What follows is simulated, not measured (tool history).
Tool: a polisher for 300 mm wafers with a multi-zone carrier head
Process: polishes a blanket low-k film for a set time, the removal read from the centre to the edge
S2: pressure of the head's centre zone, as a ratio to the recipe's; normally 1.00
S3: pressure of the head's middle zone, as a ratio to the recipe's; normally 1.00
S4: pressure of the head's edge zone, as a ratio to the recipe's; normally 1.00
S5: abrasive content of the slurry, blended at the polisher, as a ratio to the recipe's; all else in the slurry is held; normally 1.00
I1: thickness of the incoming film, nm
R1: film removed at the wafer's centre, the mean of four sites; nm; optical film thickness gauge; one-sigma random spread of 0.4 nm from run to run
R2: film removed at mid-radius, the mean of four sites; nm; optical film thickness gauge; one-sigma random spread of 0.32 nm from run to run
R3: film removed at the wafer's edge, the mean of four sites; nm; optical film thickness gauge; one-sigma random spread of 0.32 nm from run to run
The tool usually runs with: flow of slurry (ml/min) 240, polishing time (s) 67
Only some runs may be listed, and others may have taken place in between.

run 1 hour=0.0 | flow_of_slurry_(ml/min)=240 S2=1.00 S3=1.00 S4=1.00 S5=1.00 polishing_time_(s)=67 | I1=507.5 | R1=32.1 R2=32.8 R3=33.9
run 2 hour=14.9 | flow_of_slurry_(ml/min)=240 S2=1.00 S3=1.00 S4=1.00 S5=1.00 polishing_time_(s)=67 | I1=504.4 | R1=31.5 R2=32.3 R3=33.9
run 3 hour=47.1 | flow_of_slurry_(ml/min)=165 S2=1.00 S3=0.92 S4=0.90 S5=1.10 polishing_time_(s)=67 | I1=502.8 | R1=29.3 R2=28.6 R3=31.4
-- hour=61.4 slurry nozzle cleaned
-- hour=64.4 carrier head's membrane replaced by a new one
run 4 hour=67.2 | flow_of_slurry_(ml/min)=310 S2=1.00 S3=0.94 S4=1.00 S5=1.00 polishing_time_(s)=67 | I1=508.6 | R1=34.7 R2=32.8 R3=35.7
run 5 hour=101.2 | flow_of_slurry_(ml/min)=265 S2=1.00 S3=1.07 S4=1.00 S5=1.00 polishing_time_(s)=67 | I1=505.9 | R1=34.0 R2=36.7 R3=35.1
run 6 hour=131.4 | flow_of_slurry_(ml/min)=310 S2=1.06 S3=1.00 S4=1.00 S5=1.00 polishing_time_(s)=67 | I1=513.4 | R1=36.4 R2=34.9 R3=35.6
run 7 hour=153.3 | flow_of_slurry_(ml/min)=240 S2=1.00 S3=1.00 S4=1.00 S5=0.85 polishing_time_(s)=67 | I1=507.8 | R1=30.3 R2=31.7 R3=31.9
-- hour=167.0 worn pad replaced by a new one
run 8 hour=169.7 | flow_of_slurry_(ml/min)=320 S2=1.00 S3=1.00 S4=1.00 S5=0.85 polishing_time_(s)=75 | I1=509.0 | R1=35.8 R2=35.7 R3=36.5
run 9 hour=193.1 | flow_of_slurry_(ml/min)=240 S2=1.06 S3=1.05 S4=1.00 S5=1.00 polishing_time_(s)=67 | I1=510.6 | R1=35.0 R2=35.4 R3=35.0
-- hour=200.2 edge zone pressure recalibrated
run 10 hour=223.3 | flow_of_slurry_(ml/min)=240 S2=1.00 S3=1.00 S4=0.89 S5=1.00 polishing_time_(s)=49 | I1=501.9 | R1=24.5 R2=24.3 R3=24.0
run 11 hour=255.0 | flow_of_slurry_(ml/min)=240 S2=1.00 S3=1.00 S4=1.00 S5=1.00 polishing_time_(s)=67 | I1=508.5 | R1=32.0 R2=32.8 R3=33.8
run 12 hour=283.7 | flow_of_slurry_(ml/min)=240 S2=1.00 S3=1.04 S4=1.00 S5=1.00 polishing_time_(s)=86 | I1=514.1 | R1=40.7 R2=42.3 R3=43.6
-- hour=288.5 slurry nozzle cleaned
run 13 hour=313.9 | flow_of_slurry_(ml/min)=240 S2=1.04 S3=1.00 S4=1.00 S5=0.85 polishing_time_(s)=67 | I1=513.7 | R1=31.8 R2=31.2 R3=32.1
run 14 hour=346.9 | flow_of_slurry_(ml/min)=240 S2=1.00 S3=1.00 S4=1.00 S5=1.00 polishing_time_(s)=67 | I1=503.0 | R1=32.7 R2=33.8 R3=34.7
-- hour=363.0 worn pad replaced by a new one
run 15 hour=378.0 | flow_of_slurry_(ml/min)=240 S2=0.96 S3=1.06 S4=1.00 S5=1.00 polishing_time_(s)=67 | I1=512.4 | R1=31.7 R2=35.3 R3=34.0
run 16 hour=395.4 | flow_of_slurry_(ml/min)=240 S2=1.00 S3=1.00 S4=1.00 S5=1.00 polishing_time_(s)=67 | I1=514.4 | R1=32.1 R2=34.0 R3=34.6
run 17 hour=426.2 | flow_of_slurry_(ml/min)=240 S2=1.00 S3=1.00 S4=1.00 S5=1.00 polishing_time_(s)=67 | I1=518.1 | R1=33.0 R2=33.2 R3=34.4
run 18 hour=457.3 | flow_of_slurry_(ml/min)=310 S2=1.06 S3=1.00 S4=1.00 S5=1.00 polishing_time_(s)=67 | I1=512.7 | R1=35.9 R2=34.4 R3=34.5
run 19 hour=470.7 | flow_of_slurry_(ml/min)=160 S2=0.89 S3=1.00 S4=0.93 S5=1.00 polishing_time_(s)=55 | I1=503.1 | R1=22.1 R2=25.2 R3=25.7
run 20 hour=490.9 | flow_of_slurry_(ml/min)=240 S2=1.00 S3=0.88 S4=1.00 S5=1.25 polishing_time_(s)=67 | I1=504.8 | R1=35.1 R2=32.4 R3=37.3
run 21 hour=504.1 | flow_of_slurry_(ml/min)=305 S2=1.00 S3=1.00 S4=1.12 S5=1.00 polishing_time_(s)=79 | I1=511.0 | R1=38.4 R2=39.3 R3=43.8

Selected run-to-run steps in R1, each split into two signed amounts: the part the tool would show with no hidden state at all (from settings, incoming material and random variation), and the remainder, which goes to the hidden state together with any gauge scatter not common to the measured and the hidden-state-free results:
The tool's hidden condition here consists of: removal rate lost through wear of the pad, %; slurry flow missing at the pad, %; deviation of the centre zone's pressure from its setpoint, %; deviation of the edge zone's pressure from its setpoint, %.
Run 3 -> 4: flow of slurry (ml/min) 165 -> 310, S3 0.92 -> 0.94, S4 0.90 -> 1.00, S5 1.10 -> 1.00, slurry nozzle cleaned, carrier head's membrane replaced by a new one. R1 +5.4 nm: hidden state +3.8, all else +1.6.
Run 12 -> 13: S2 1.00 -> 1.04, S3 1.04 -> 1.00, S5 1.00 -> 0.85, polishing time (s) 86 -> 67, slurry nozzle cleaned. R1 -8.9 nm: hidden state +2.9, all else -11.8.
Run 18 -> 19: flow of slurry (ml/min) 310 -> 160, S2 1.06 -> 0.89, S4 1.00 -> 0.93, polishing time (s) 67 -> 55. R1 -13.8 nm: hidden state -0.4, all else -13.4.
Run 19 -> 20: flow of slurry (ml/min) 160 -> 240, S2 0.89 -> 1.00, S3 1.00 -> 0.88, S4 0.93 -> 1.00, S5 1.00 -> 1.25, polishing time (s) 55 -> 67. R1 +13.0 nm: hidden state -0.7, all else +13.7.
